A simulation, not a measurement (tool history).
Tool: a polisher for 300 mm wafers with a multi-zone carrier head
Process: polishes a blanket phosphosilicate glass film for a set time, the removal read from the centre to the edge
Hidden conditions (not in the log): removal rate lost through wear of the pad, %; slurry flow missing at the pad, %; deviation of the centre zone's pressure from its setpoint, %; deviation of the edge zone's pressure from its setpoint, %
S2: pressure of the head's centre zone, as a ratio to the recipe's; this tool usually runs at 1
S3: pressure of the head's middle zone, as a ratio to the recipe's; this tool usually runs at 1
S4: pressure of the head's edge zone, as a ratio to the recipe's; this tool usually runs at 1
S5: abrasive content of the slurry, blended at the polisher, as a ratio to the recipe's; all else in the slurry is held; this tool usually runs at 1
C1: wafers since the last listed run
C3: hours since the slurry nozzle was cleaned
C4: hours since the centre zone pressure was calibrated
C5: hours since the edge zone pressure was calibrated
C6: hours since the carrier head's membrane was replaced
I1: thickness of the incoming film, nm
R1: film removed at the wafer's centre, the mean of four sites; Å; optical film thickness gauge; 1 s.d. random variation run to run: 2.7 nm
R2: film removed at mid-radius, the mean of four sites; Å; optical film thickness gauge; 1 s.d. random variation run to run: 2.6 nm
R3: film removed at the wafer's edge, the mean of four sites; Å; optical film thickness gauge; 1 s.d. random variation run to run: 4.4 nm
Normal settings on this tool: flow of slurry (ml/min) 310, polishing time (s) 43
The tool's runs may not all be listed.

Run 1, day 0: usual settings; C1 0; wafers polished on this pad 881; C3 85.7; C4 1393.4; C5 490.7; C6 1255.9; I1 4507.7. Result: R1 3638 Å, R2 3563 Å, R3 3730 Å.
Run 2, day 2.138: usual settings; C1 328; wafers polished on this pad 1210; C3 137; C4 1444.7; C5 542; C6 1307.2; I1 4386.3. Result: R1 3557 Å, R2 3539 Å, R3 3647 Å.
At day 4.683: worn pad replaced by a new one.
At day 5.258: edge zone pressure recalibrated.
Run 3, day 5.283: usual settings; C1 445; wafers polished on this pad 79; C3 212.5; C4 1520.2; C5 0.6; C6 1382.7; I1 4429.5. Result: R1 3539 Å, R2 3586 Å, R3 3718 Å.
At day 7.233: centre zone pressure recalibrated.
Run 4, day 7.254: usual settings; C1 290; wafers polished on this pad 370; C3 259.8; C4 0.5; C5 47.9; C6 1430; I1 4386. Result: R1 3595 Å, R2 3555 Å, R3 3593 Å.
Run 5, day 9.742: usual settings; C1 382; wafers polished on this pad 753; C3 319.5; C4 60.2; C5 107.6; C6 1489.7; I1 4379.9. Result: R1 3580 Å, R2 3526 Å, R3 3740 Å.
Run 6, day 10.871: usual settings; C1 173; wafers polished on this pad 926; C3 346.6; C4 87.3; C5 134.7; C6 1516.8; I1 4407.8. Result: R1 3583 Å, R2 3545 Å, R3 3656 Å.
Run 7, day 13.833: usual settings but polishing time (s) 50; C1 455; wafers polished on this pad 1382; C3 417.7; C4 158.4; C5 205.8; C6 1587.9; I1 4505. Result: R1 4189 Å, R2 4161 Å, R3 4263 Å.
At day 14.946: worn pad replaced by a new one.
Run 8, day 16.079: usual settings but polishing time (s) 50; C1 319; wafers polished on this pad 174; C3 471.6; C4 212.3; C5 259.7; C6 1641.8; I1 4369.2. Result: R1 4143 Å, R2 4163 Å, R3 4321 Å.
At day 18.762: carrier head's membrane replaced by a new one.
Run 9, day 18.783: usual settings; C1 384; wafers polished on this pad 558; C3 536.5; C4 277.2; C5 324.6; C6 0.5; I1 4438.9. Result: R1 3615 Å, R2 3564 Å, R3 3769 Å.
At day 20.754: slurry nozzle cleaned.
Run 10, day 21.529: usual settings but polishing time (s) 50; C1 416; wafers polished on this pad 974; C3 18.6; C4 343.1; C5 390.5; C6 66.4; I1 4532.8. Result: R1 4181 Å, R2 4176 Å, R3 4304 Å.

Run 11 comes next. What will it give?
Run 11, day 23.062: usual settings but S2 0.93, polishing time (s) 49; C1 235; wafers polished on this pad 1210; C3 55.4; C4 379.9; C5 427.3; C6 103.2; I1 4381.8. Result: R1 ?, R2 ?, R3 ?.

R1: 3762 Å
R2: 4030 Å
R3: 4167 Å
Without the tool's hidden state the same run would have given R1 3762 Å, R2 4030 Å, R3 4167 Å.
